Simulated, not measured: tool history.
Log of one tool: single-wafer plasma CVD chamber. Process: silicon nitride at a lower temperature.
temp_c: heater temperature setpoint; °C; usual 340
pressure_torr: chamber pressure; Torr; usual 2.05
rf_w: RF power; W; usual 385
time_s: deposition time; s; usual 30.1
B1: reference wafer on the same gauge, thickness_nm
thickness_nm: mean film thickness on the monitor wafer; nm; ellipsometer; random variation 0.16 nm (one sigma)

Run 1, hour 0: usual settings but pressure_torr 1.74 Torr, rf_w 420 W; B1 36.099. Result: thickness_nm 45.265 nm.
Run 2, hour 29.9: usual settings but pressure_torr 1.74 Torr, rf_w 420 W; B1 36.002. Result: thickness_nm 44.819 nm.
At hour 65.1: RF generator calibrated.
Run 3, hour 65.6: usual settings but pressure_torr 2.38 Torr, rf_w 335 W; B1 35.926. Result: thickness_nm 42.299 nm.
Run 4, hour 77.3: usual settings but pressure_torr 1.89 Torr, time_s 26.5 s; B1 35.906. Result: thickness_nm 38.224 nm.
Run 5, hour 105.3: usual settings but pressure_torr 1.89 Torr, time_s 26.5 s; B1 35.817. Result: thickness_nm 38.459 nm.
Run 6, hour 127.8: usual settings but pressure_torr 1.89 Torr, time_s 26.5 s; B1 35.753. Result: thickness_nm 38.183 nm.
At hour 135.3: gauge calibrated.
Run 7, hour 140.5: usual settings but temp_c 327 °C, pressure_torr 2.38 Torr, rf_w 450 W; B1 37.101. Result: thickness_nm 50.956 nm.
Run 8, hour 169: usual settings; B1 37.086. Result: thickness_nm 45.958 nm.
Run 9, hour 201.4: usual settings but temp_c 331 °C, rf_w 335 W; B1 37.06. Result: thickness_nm 42.754 nm.
Run 10, hour 234.5: usual settings but rf_w 425 W, time_s 26.7 s; B1 37.058. Result: thickness_nm 42.752 nm.
Run 11, hour 249.1: usual settings but pressure_torr 1.66 Torr, time_s 27.4 s; B1 37.055. Result: thickness_nm 40.075 nm.
At hour 263.2: thermocouple changed; heater temperature recalibrated.
Run 12, hour 263.7: usual settings but temp_c 347 °C, pressure_torr 2.3 Torr, rf_w 350 W, time_s 33.2 s; B1 37.052. Result: thickness_nm 48.957 nm.
Run 13, hour 280: usual settings but pressure_torr 1.68 Torr, time_s 34.5 s; B1 37.042. Result: thickness_nm 50.605 nm.
Run 14, hour 299.1: usual settings but pressure_torr 1.68 Torr, time_s 34.5 s; B1 37.036. Result: thickness_nm 50.485 nm.
At hour 315.7: capacitance manometer re-zeroed and calibrated.
Run 15, hour 320.5: usual settings but temp_c 353 °C, pressure_torr 2.22 Torr, time_s 24.3 s; B1 37.025. Result: thickness_nm 37.052 nm.
Run 16, hour 334.7: usual settings; B1 36.986. Result: thickness_nm 45.676 nm.
Run 17, hour 356.5: usual settings but temp_c 348 °C, time_s 33.9 s; B1 37.006. Result: thickness_nm 51.173 nm.
Run 18, hour 419.8: usual settings but temp_c 334 °C, rf_w 455 W, time_s 35.3 s; B1 36.942. Result: thickness_nm 57.995 nm.
Run 19, hour 447.5: usual settings but temp_c 351 °C; B1 36.905. Result: thickness_nm 45.125 nm.
At hour 485: showerhead replaced.
Run 20, hour 485.5: usual settings but temp_c 334 °C, time_s 35.6 s; B1 36.869. Result: thickness_nm 53.862 nm.
Run 21, hour 505.5: usual settings but pressure_torr 2.42 Torr, rf_w 320 W, time_s 28.2 s; B1 36.838. Result: thickness_nm 39.736 nm.
Run 22, hour 530.3: usual settings but pressure_torr 1.75 Torr; B1 36.8. Result: thickness_nm 44.487 nm.
Run 23, hour 546.7: usual settings but rf_w 450 W, time_s 25.8 s; B1 36.794. Result: thickness_nm 41.911 nm.
Run 24, hour 580.9: usual settings but pressure_torr 1.89 Torr, time_s 26.5 s; B1 36.702. Result: thickness_nm 39.337 nm.
Run 25, hour 602.1: usual settings but temp_c 347 °C, pressure_torr 1.64 Torr, rf_w 445 W; B1 36.703. Result: thickness_nm 46.487 nm.
Run 26, hour 637.2: usual settings but temp_c 348 °C; B1 36.657. Result: thickness_nm 45.11 nm.
Run 27, hour 652.6: usual settings but pressure_torr 1.8 Torr, rf_w 320 W; B1 36.575. Result: thickness_nm 39.966 nm.
Run 28, hour 686.6: usual settings; B1 36.529. Result: thickness_nm 44.858 nm.
Run 29, hour 722.2: usual settings but rf_w 340 W, time_s 33.5 s; B1 36.441. Result: thickness_nm 46.633 nm.

4 ways to go on from here, each from the tool as it stands after run 29. What would each give?
Run A, hour 722.6: usual settings but pressure_torr 2.4 Torr; B1 ?. Result: thickness_nm ?.
Run B, hour 722.6: usual settings but temp_c 351 °C, rf_w 445 W; B1 ?. Result: thickness_nm ?.
Run C, hour 722.6: usual settings but temp_c 346 °C, pressure_torr 1.88 Torr, rf_w 360 W, time_s 35.5 s; B1 ?. Result: thickness_nm ?.
Run D, hour 722.6: usual settings but temp_c 329 °C, pressure_torr 2.23 Torr; B1 ?. Result: thickness_nm ?.

run      B1  thickness_nm
  A  36.469        46.303
  B  36.469        48.197
  C  36.469        50.417
  D  36.469        45.862
Without the tool's hidden state the same runs would have given:
run  thickness_nm
  A        46.984
  B        48.905
  C        51.157
  D        46.535

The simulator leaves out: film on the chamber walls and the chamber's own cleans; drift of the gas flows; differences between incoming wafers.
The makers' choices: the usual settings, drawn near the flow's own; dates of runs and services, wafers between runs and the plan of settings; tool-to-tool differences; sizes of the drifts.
